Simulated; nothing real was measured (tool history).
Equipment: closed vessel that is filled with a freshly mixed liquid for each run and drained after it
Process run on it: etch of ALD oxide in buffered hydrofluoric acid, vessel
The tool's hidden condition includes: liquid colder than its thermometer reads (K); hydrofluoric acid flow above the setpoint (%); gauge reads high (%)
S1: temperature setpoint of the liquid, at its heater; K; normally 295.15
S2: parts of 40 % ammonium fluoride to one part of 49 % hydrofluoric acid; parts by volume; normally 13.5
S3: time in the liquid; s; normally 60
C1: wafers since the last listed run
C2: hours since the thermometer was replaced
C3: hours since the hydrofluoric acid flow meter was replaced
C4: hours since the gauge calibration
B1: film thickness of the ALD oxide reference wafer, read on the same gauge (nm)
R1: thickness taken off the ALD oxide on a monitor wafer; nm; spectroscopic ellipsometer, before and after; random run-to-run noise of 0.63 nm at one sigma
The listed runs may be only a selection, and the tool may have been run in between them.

Run 1, hour 0.0: usual settings but S2 11.0 parts by volume; C1 0; C2 925.9; C3 1269.6; C4 2133.0; B1 39.96. Result: R1 88.32 nm.
At hour 15.0: thermometer replaced.
Run 2, hour 186.5: usual settings; C1 22008; C2 171.5; C3 1456.1; C4 2319.5; B1 40.02. Result: R1 70.87 nm.
Run 3, hour 264.4: usual settings; C1 9242; C2 249.4; C3 1534.0; C4 2397.4; B1 40.03. Result: R1 72.36 nm.
Run 4, hour 307.0: usual settings; C1 5054; C2 292.0; C3 1576.6; C4 2440.0; B1 40.02. Result: R1 71.27 nm.
Run 5, hour 383.0: usual settings; C1 9016; C2 368.0; C3 1652.6; C4 2516.0; B1 40.02. Result: R1 73.18 nm.
Run 6, hour 430.1: usual settings; C1 5588; C2 415.1; C3 1699.7; C4 2563.1; B1 39.99. Result: R1 70.67 nm.
Run 7, hour 499.0: usual settings; C1 8174; C2 484.0; C3 1768.6; C4 2632.0; B1 39.98. Result: R1 73.18 nm.
Run 8, hour 583.1: usual settings; C1 9977; C2 568.1; C3 1852.7; C4 2716.1; B1 39.99. Result: R1 72.28 nm.
Run 9, hour 674.3: usual settings; C1 10820; C2 659.3; C3 1943.9; C4 2807.3; B1 39.99. Result: R1 72.02 nm.
Run 10, hour 741.0: usual settings; C1 7913; C2 726.0; C3 2010.6; C4 2874.0; B1 39.97. Result: R1 73.44 nm.
Run 11, hour 823.3: usual settings; C1 9764; C2 808.3; C3 2092.9; C4 2956.3; B1 40.00. Result: R1 73.38 nm.
Run 12, hour 880.0: usual settings; C1 6727; C2 865.0; C3 2149.6; C4 3013.0; B1 39.97. Result: R1 74.08 nm.
At hour 930.1: thermometer replaced.
Run 13, hour 973.4: usual settings but S1 296.65 K, S3 45 s; C1 10962; C2 43.3; C3 2243.0; C4 3106.4; B1 40.00. Result: R1 59.19 nm.
At hour 1037.0: gauge calibrated.
Run 14, hour 1216.7: usual settings but S3 70 s; C1 28866; C2 286.6; C3 2486.3; C4 179.7; B1 39.99. Result: R1 85.12 nm.
At hour 1370.2: hydrofluoric acid flow meter replaced.
Run 15, hour 1484.9: usual settings but S3 70 s; C1 31701; C2 554.8; C3 114.7; C4 447.9; B1 39.99. Result: R1 79.75 nm.
Run 16, hour 1569.1: usual settings but S3 85 s; C1 9989; C2 639.0; C3 198.9; C4 532.1; B1 40.00. Result: R1 98.26 nm.
Run 17, hour 1624.8: usual settings but S2 16.0 parts by volume; C1 6608; C2 694.7; C3 254.6; C4 587.8; B1 40.00. Result: R1 58.38 nm.
Run 18, hour 1671.3: usual settings but S3 90 s; C1 5516; C2 741.2; C3 301.1; C4 634.3; B1 40.00. Result: R1 103.02 nm.
Run 19, hour 1722.2: usual settings but S1 296.65 K, S2 15.5 parts by volume, S3 90 s; C1 6038; C2 792.1; C3 352.0; C4 685.2; B1 39.98. Result: R1 97.12 nm.
Run 20, hour 1767.2: usual settings but S2 16.0 parts by volume; C1 5338; C2 837.1; C3 397.0; C4 730.2; B1 40.02. Result: R1 58.21 nm.
Run 21, hour 1830.4: usual settings but S1 293.65 K; C1 7498; C2 900.3; C3 460.2; C4 793.4; B1 40.02. Result: R1 63.44 nm.
Run 22, hour 1876.7: usual settings; C1 5493; C2 946.6; C3 506.5; C4 839.7; B1 40.01. Result: R1 70.36 nm.
Run 23, hour 1932.3: usual settings but S1 293.15 K, S2 17.5 parts by volume, S3 40 s; C1 6596; C2 1002.2; C3 562.1; C4 895.3; B1 40.00. Result: R1 32.15 nm.
Run 24, hour 1988.7: usual settings but S1 298.15 K, S2 17.0 parts by volume, S3 50 s; C1 6691; C2 1058.6; C3 618.5; C4 951.7; B1 39.98. Result: R1 54.86 nm.

Expected results for the next run?
At hour 2047.6: thermometer replaced.
Run 25, hour 2082.0: usual settings but S2 19.0 parts by volume, S3 80 s; C1 10950; C2 34.4; C3 711.8; C4 1045.0; B1 ?. Result: R1 ?.

B1: 40.01
R1: 66.06 nm
Take away the tool's hidden state, keep the run-to-run variation as it was, and the same run would have given R1 64.18 nm.
